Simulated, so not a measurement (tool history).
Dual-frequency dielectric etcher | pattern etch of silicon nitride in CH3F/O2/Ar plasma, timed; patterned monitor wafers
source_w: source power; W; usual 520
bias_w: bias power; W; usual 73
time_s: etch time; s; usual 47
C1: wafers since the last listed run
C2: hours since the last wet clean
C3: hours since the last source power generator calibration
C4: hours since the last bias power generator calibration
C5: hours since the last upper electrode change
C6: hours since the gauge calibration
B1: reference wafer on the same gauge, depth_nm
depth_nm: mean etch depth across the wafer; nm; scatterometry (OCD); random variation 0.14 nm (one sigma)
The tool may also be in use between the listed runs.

Run 1, hour 0: usual settings but bias_w 83 W; C1 0; C2 377.8; C3 1676.4; C4 3555.2; C5 4982.6; C6 133.6; B1 33.76. Result: depth_nm 35.75 nm.
Run 2, hour 13.3: usual settings but bias_w 83 W; C1 194; C2 391.1; C3 1689.7; C4 3568.5; C5 4995.9; C6 146.9; B1 33.84. Result: depth_nm 36.03 nm.
Run 3, hour 30.1: usual settings but bias_w 83 W; C1 245; C2 407.9; C3 1706.5; C4 3585.3; C5 5012.7; C6 163.7; B1 33.84. Result: depth_nm 35.51 nm.
At hour 64.8: source power generator calibrated.
At hour 66.3: gauge calibrated.
At hour 68.3: upper electrode replaced.
At hour 84.1: wet clean of the chamber.
Run 4, hour 84.6: usual settings; C1 455; C2 0.5; C3 19.8; C4 3639.8; C5 16.3; C6 18.3; B1 33.83. Result: depth_nm 36.87 nm.
Run 5, hour 85: usual settings; C1 5; C2 0.9; C3 20.2; C4 3640.2; C5 16.7; C6 18.7; B1 33.76. Result: depth_nm 36.8 nm.
Run 6, hour 85.3: usual settings; C1 4; C2 1.2; C3 20.5; C4 3640.5; C5 17; C6 19; B1 33.81. Result: depth_nm 37 nm.
Run 7, hour 85.6: usual settings; C1 4; C2 1.5; C3 20.8; C4 3640.8; C5 17.3; C6 19.3; B1 33.8. Result: depth_nm 36.79 nm.
Run 8, hour 94.8: usual settings but source_w 410 W, bias_w 83 W, time_s 35.5 s; C1 134; C2 10.7; C3 30; C4 3650; C5 26.5; C6 28.5; B1 33.82. Result: depth_nm 25.84 nm.
Run 9, hour 104.8: usual settings but bias_w 68 W; C1 146; C2 20.7; C3 40; C4 3660; C5 36.5; C6 38.5; B1 33.8. Result: depth_nm 36.37 nm.
At hour 114.8: bias power generator calibrated.
Run 10, hour 115.2: usual settings but source_w 440 W, time_s 36 s; C1 93; C2 31.1; C3 50.4; C4 0.4; C5 46.9; C6 48.9; B1 33.76. Result: depth_nm 26.11 nm.
Run 11, hour 125.4: usual settings but time_s 36 s; C1 149; C2 41.3; C3 60.6; C4 10.6; C5 57.1; C6 59.1; B1 33.79. Result: depth_nm 28.09 nm.
Run 12, hour 132.4: usual settings but bias_w 65 W, time_s 33.5 s; C1 102; C2 48.3; C3 67.6; C4 17.6; C5 64.1; C6 66.1; B1 33.81. Result: depth_nm 25.37 nm.
Run 13, hour 149: usual settings but source_w 460 W, bias_w 60 W, time_s 52 s; C1 242; C2 64.9; C3 84.2; C4 34.2; C5 80.7; C6 82.7; B1 33.8. Result: depth_nm 36.91 nm.
Run 14, hour 161: usual settings; C1 175; C2 76.9; C3 96.2; C4 46.2; C5 92.7; C6 94.7; B1 33.77. Result: depth_nm 36.72 nm.
Run 15, hour 171.5: usual settings; C1 153; C2 87.4; C3 106.7; C4 56.7; C5 103.2; C6 105.2; B1 33.78. Result: depth_nm 36.54 nm.

3 ways to go on from here, each from the tool as it stands after run 15. What would each give?
Run A, hour 171.9: usual settings but bias_w 66 W; C1 5; C2 87.8; C3 107.1; C4 57.1; C5 103.6; C6 105.6; B1 ?. Result: depth_nm ?.
Run B, hour 171.9: usual settings but source_w 420 W, bias_w 82 W, time_s 40.5 s; C1 5; C2 87.8; C3 107.1; C4 57.1; C5 103.6; C6 105.6; B1 ?. Result: depth_nm ?.
Run C, hour 171.9: usual settings but source_w 420 W, bias_w 67 W, time_s 43.5 s; C1 5; C2 87.8; C3 107.1; C4 57.1; C5 103.6; C6 105.6; B1 ?. Result: depth_nm ?.

run     B1  depth_nm
  A  33.76      35.5
  B  33.76     29.29
  C  33.76     30.08
Without the tool's hidden state the same runs would have given:
run  depth_nm
  A     35.72
  B     29.47
  C     30.27

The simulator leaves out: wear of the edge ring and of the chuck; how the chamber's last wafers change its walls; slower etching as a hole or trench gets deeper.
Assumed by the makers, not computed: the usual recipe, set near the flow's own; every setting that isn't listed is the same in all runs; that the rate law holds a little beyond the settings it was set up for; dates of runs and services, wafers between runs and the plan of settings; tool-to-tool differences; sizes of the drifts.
